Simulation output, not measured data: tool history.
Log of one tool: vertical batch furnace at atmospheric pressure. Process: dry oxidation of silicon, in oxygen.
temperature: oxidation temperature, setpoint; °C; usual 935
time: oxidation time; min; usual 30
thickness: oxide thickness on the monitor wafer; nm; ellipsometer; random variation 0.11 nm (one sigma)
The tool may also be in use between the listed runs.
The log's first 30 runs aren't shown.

run,day,temperature,time,"read-back reference wafer on the same gauge, thickness",thickness
# day 96.817: boat lift adjusted, repeated, since the last time left the tool worse
31,96.838,935,30,17.03,20.75
32,100.858,912,24.5,16.98,16.79
33,102.883,956,41.5,16.99,28.55
34,104.525,922,21,17.04,16.75
35,108.104,935,30,17,21.14
36,109.671,935,26,16.96,19.59
37,113.529,935,18,17.02,16.93
38,115.958,959,30,17.02,25.1
39,120.238,913,30,16.97,18
40,122.017,935,30,17.02,20.81

Forecast each of these 3 alternatives for the next run:
A,122.188,935,15.5,?,?
B,122.188,935,41.5,?,?
C,122.188,935,18.5,?,?

run,"read-back reference wafer on the same gauge, thickness",thickness
A,17.03,16
B,17.03,24.24
C,17.03,17.05
Without the tool's hidden state the same runs would have given:
run,thickness
A,16.08
B,24.43
C,17.15
